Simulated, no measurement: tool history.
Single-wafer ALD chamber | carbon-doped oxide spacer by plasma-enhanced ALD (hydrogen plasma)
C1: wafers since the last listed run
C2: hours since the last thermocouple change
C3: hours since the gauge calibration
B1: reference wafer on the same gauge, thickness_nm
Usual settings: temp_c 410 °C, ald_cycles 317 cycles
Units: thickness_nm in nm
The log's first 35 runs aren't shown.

{"run": 36, "hour": 1957.7, "temp_c": 410, "ald_cycles": 317, "C1": 59, "C2": 1133.6, "C3": 422, "B1": 13.911, "thickness_nm": 16.035}
{"run": 37, "hour": 2011.1, "temp_c": 395, "ald_cycles": 286, "C1": 90, "C2": 1187, "C3": 475.4, "B1": 13.929, "thickness_nm": 15.043}
{"run": 38, "hour": 2071.3, "temp_c": 410, "ald_cycles": 317, "C1": 101, "C2": 1247.2, "C3": 535.6, "B1": 13.916, "thickness_nm": 16.07}
{"run": 39, "hour": 2109.0, "temp_c": 397, "ald_cycles": 376, "C1": 63, "C2": 1284.9, "C3": 573.3, "B1": 13.941, "thickness_nm": 19.666}
{"run": 40, "hour": 2141.4, "temp_c": 424, "ald_cycles": 299, "C1": 54, "C2": 1317.3, "C3": 605.7, "B1": 13.925, "thickness_nm": 14.631}
{"run": 41, "hour": 2187.9, "temp_c": 401, "ald_cycles": 279, "C1": 78, "C2": 1363.8, "C3": 652.2, "B1": 13.916, "thickness_nm": 14.568}
{"run": 42, "hour": 2245.9, "temp_c": 397, "ald_cycles": 376, "C1": 98, "C2": 1421.8, "C3": 710.2, "B1": 13.954, "thickness_nm": 19.739}
{"run": 43, "hour": 2303.5, "temp_c": 400, "ald_cycles": 374, "C1": 97, "C2": 1479.4, "C3": 767.8, "B1": 13.933, "thickness_nm": 19.546}
{"run": 44, "hour": 2372.7, "temp_c": 422, "ald_cycles": 292, "C1": 117, "C2": 1548.6, "C3": 837, "B1": 13.95, "thickness_nm": 14.319}
{"run": 45, "hour": 2435.5, "temp_c": 410, "ald_cycles": 317, "C1": 106, "C2": 1611.4, "C3": 899.8, "B1": 13.918, "thickness_nm": 16.156}
{"run": 46, "hour": 2503.8, "temp_c": 421, "ald_cycles": 282, "C1": 115, "C2": 1679.7, "C3": 968.1, "B1": 13.95, "thickness_nm": 13.998}

4 ways to go on from here, each from the tool as it stands after run 46. What would each give?
{"run": "A", "hour": 2504.7, "temp_c": 410, "ald_cycles": 317, "C1": 1, "C2": 1680.6, "C3": 969, "B1": "?", "thickness_nm": "?"}
{"run": "B", "hour": 2504.7, "temp_c": 415, "ald_cycles": 287, "C1": 1, "C2": 1680.6, "C3": 969, "B1": "?", "thickness_nm": "?"}
{"run": "C", "hour": 2504.7, "temp_c": 421, "ald_cycles": 362, "C1": 1, "C2": 1680.6, "C3": 969, "B1": "?", "thickness_nm": "?"}
{"run": "D", "hour": 2504.7, "temp_c": 410, "ald_cycles": 277, "C1": 1, "C2": 1680.6, "C3": 969, "B1": "?", "thickness_nm": "?"}

run=A B1=13.938 thickness_nm=16.168
run=B B1=13.938 thickness_nm=14.439
run=C B1=13.938 thickness_nm=17.91
run=D B1=13.938 thickness_nm=14.128
Without the tool's hidden state the same runs would have given:
run=A thickness_nm=16.116
run=B thickness_nm=14.392
run=C thickness_nm=17.853
run=D thickness_nm=14.082

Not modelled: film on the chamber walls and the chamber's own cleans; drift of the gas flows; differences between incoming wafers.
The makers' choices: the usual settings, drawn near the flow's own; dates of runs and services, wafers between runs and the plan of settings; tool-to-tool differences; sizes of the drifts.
